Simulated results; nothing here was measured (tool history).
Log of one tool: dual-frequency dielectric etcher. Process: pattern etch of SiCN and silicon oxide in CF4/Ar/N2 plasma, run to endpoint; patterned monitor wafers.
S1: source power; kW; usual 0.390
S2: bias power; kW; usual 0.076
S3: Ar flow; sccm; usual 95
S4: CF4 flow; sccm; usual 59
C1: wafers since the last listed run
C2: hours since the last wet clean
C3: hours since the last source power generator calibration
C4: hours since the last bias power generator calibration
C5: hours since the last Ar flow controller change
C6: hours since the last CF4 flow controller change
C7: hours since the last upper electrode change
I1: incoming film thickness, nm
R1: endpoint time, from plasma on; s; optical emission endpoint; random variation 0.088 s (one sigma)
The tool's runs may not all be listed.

Run 1, hour 0.0: usual settings; C1 0; C2 266.6; C3 4003.2; C4 1787.2; C5 5334.4; C6 1448.1; C7 3982.7; I1 10.86. Result: R1 15.4 s.
Run 2, hour 14.5: usual settings; C1 243; C2 281.1; C3 4017.7; C4 1801.7; C5 5348.9; C6 1462.6; C7 3997.2; I1 10.77. Result: R1 15.1 s.
Run 3, hour 30.9: usual settings; C1 275; C2 297.5; C3 4034.1; C4 1818.1; C5 5365.3; C6 1479.0; C7 4013.6; I1 10.83. Result: R1 15.4 s.
Run 4, hour 39.4: usual settings; C1 142; C2 306.0; C3 4042.6; C4 1826.6; C5 5373.8; C6 1487.5; C7 4022.1; I1 10.78. Result: R1 15.1 s.
Run 5, hour 56.9: usual settings; C1 294; C2 323.5; C3 4060.1; C4 1844.1; C5 5391.3; C6 1505.0; C7 4039.6; I1 10.83. Result: R1 15.5 s.
At hour 76.9: Ar flow controller replaced.
Run 6, hour 77.4: usual settings; C1 243; C2 344.0; C3 4080.6; C4 1864.6; C5 0.5; C6 1525.5; C7 4060.1; I1 10.72. Result: R1 15.1 s.
At hour 87.4: source power generator calibrated.
Run 7, hour 88.1: usual settings; C1 112; C2 354.7; C3 0.7; C4 1875.3; C5 11.2; C6 1536.2; C7 4070.8; I1 10.87. Result: R1 15.3 s.
At hour 95.7: bias power generator calibrated.
Run 8, hour 97.4: usual settings but S3 104 sccm; C1 89; C2 364.0; C3 10.0; C4 1.7; C5 20.5; C6 1545.5; C7 4080.1; I1 10.79. Result: R1 15.4 s.
Run 9, hour 112.6: usual settings but S1 0.480 kW, S4 51 sccm; C1 255; C2 379.2; C3 25.2; C4 16.9; C5 35.7; C6 1560.7; C7 4095.3; I1 10.83. Result: R1 12.5 s.
Run 10, hour 124.7: usual settings; C1 203; C2 391.3; C3 37.3; C4 29.0; C5 47.8; C6 1572.8; C7 4107.4; I1 10.80. Result: R1 15.1 s.
Run 11, hour 132.3: usual settings but S1 0.460 kW, S2 0.071 kW, S3 111 sccm; C1 127; C2 398.9; C3 44.9; C4 36.6; C5 55.4; C6 1580.4; C7 4115.0; I1 10.76. Result: R1 13.3 s.
At hour 157.7: upper electrode replaced.
Run 12, hour 158.2: usual settings but S4 48 sccm; C1 31; C2 424.8; C3 70.8; C4 62.5; C5 81.3; C6 1606.3; C7 0.5; I1 10.66. Result: R1 15.4 s.
At hour 184.7: CF4 flow controller replaced.
At hour 187.1: wet clean of the chamber.
Run 13, hour 190.9: usual settings but S1 0.360 kW, S3 109 sccm, S4 47 sccm; C1 409; C2 3.8; C3 103.5; C4 95.2; C5 114.0; C6 6.2; C7 33.2; I1 10.78. Result: R1 17.7 s.
Run 14, hour 199.2: usual settings but S1 0.430 kW, S3 106 sccm; C1 139; C2 12.1; C3 111.8; C4 103.5; C5 122.3; C6 14.5; C7 41.5; I1 10.85. Result: R1 13.9 s.
Run 15, hour 228.3: usual settings but S4 73 sccm; C1 489; C2 41.2; C3 140.9; C4 132.6; C5 151.4; C6 43.6; C7 70.6; I1 10.92. Result: R1 15.1 s.
Run 16, hour 242.5: usual settings but S1 0.470 kW, S3 75 sccm; C1 238; C2 55.4; C3 155.1; C4 146.8; C5 165.6; C6 57.8; C7 84.8; I1 10.82. Result: R1 11.8 s.

How the hidden state differs across the entries between the runs, from the last listed run before each to the first after it:
Between runs 5 and 6: Ar flow controller replaced (hour 76.9)
  no hidden state differs between the two runs
Between runs 6 and 7: source power generator calibrated (hour 87.4)
  no hidden state differs between the two runs
Between runs 7 and 8: bias power generator calibrated (hour 95.7)
  no hidden state differs between the two runs
Between runs 11 and 12: upper electrode replaced (hour 157.7)
  no hidden state differs between the two runs
Between runs 12 and 13: CF4 flow controller replaced (hour 184.7); wet clean of the chamber (hour 187.1)
  no hidden state differs between the two runs
